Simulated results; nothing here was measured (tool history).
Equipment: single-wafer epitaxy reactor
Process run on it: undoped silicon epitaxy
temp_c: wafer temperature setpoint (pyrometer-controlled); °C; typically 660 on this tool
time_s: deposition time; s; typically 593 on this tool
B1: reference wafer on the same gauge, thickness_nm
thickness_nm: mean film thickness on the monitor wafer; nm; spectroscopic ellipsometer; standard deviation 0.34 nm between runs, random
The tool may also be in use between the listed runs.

{"run": 1, "hour": 0.0, "temp_c": 660, "time_s": 593, "B1": 127.018, "thickness_nm": 116.016}
{"run": 2, "hour": 36.9, "temp_c": 660, "time_s": 593, "B1": 126.993, "thickness_nm": 115.057}
{"run": 3, "hour": 118.8, "temp_c": 660, "time_s": 593, "B1": 127.003, "thickness_nm": 116.131}
{"run": 4, "hour": 216.1, "temp_c": 660, "time_s": 593, "B1": 126.899, "thickness_nm": 115.946}
{"run": 5, "hour": 299.1, "temp_c": 660, "time_s": 593, "B1": 126.853, "thickness_nm": 116.302}
{"run": 6, "hour": 363.0, "temp_c": 654, "time_s": 529, "B1": 126.988, "thickness_nm": 93.041}
{"run": 7, "hour": 593.4, "temp_c": 660, "time_s": 593, "B1": 127.015, "thickness_nm": 116.657}
{"run": 8, "hour": 694.7, "temp_c": 660, "time_s": 593, "B1": 126.994, "thickness_nm": 116.404}
{"hour": 781.9, "done": "gauge calibrated"}
{"run": 9, "hour": 786.0, "temp_c": 656, "time_s": 593, "B1": 126.935, "thickness_nm": 108.455}
{"run": 10, "hour": 832.3, "temp_c": 655, "time_s": 560, "B1": 127.143, "thickness_nm": 100.133}
{"run": 11, "hour": 881.0, "temp_c": 652, "time_s": 593, "B1": 126.977, "thickness_nm": 100.386}
{"hour": 897.0, "done": "pyrometer calibrated"}
{"run": 12, "hour": 918.9, "temp_c": 674, "time_s": 668, "B1": 126.926, "thickness_nm": 167.857}
{"run": 13, "hour": 1022.0, "temp_c": 654, "time_s": 523, "B1": 126.993, "thickness_nm": 90.238}
{"run": 14, "hour": 1228.2, "temp_c": 660, "time_s": 593, "B1": 126.989, "thickness_nm": 114.942}
{"run": 15, "hour": 1296.0, "temp_c": 670, "time_s": 520, "B1": 127.094, "thickness_nm": 122.194}
{"run": 16, "hour": 1384.3, "temp_c": 667, "time_s": 593, "B1": 126.982, "thickness_nm": 130.653}
{"run": 17, "hour": 1454.5, "temp_c": 669, "time_s": 511, "B1": 127.08, "thickness_nm": 118.265}
{"run": 18, "hour": 1539.5, "temp_c": 666, "time_s": 510, "B1": 126.974, "thickness_nm": 110.824}
{"run": 19, "hour": 1631.0, "temp_c": 660, "time_s": 593, "B1": 127.008, "thickness_nm": 115.647}

Give the tool's hidden conditions for every run:
gauge reads high (%): 0 across all the runs
H1: wafer temperature above the value expected at the setpoint (K)
run=1 H1=0.308
run=2 H1=0.332
run=3 H1=0.384
run=4 H1=0.446
run=5 H1=0.498
run=6 H1=0.539
run=7 H1=0.686
run=8 H1=0.75
run=9 H1=0.808
run=10 H1=0.838
run=11 H1=0.869
run=12 H1=-0.143
run=13 H1=-0.0769
run=14 H1=0.0543
run=15 H1=0.0974
run=16 H1=0.154
run=17 H1=0.198
run=18 H1=0.252
run=19 H1=0.311
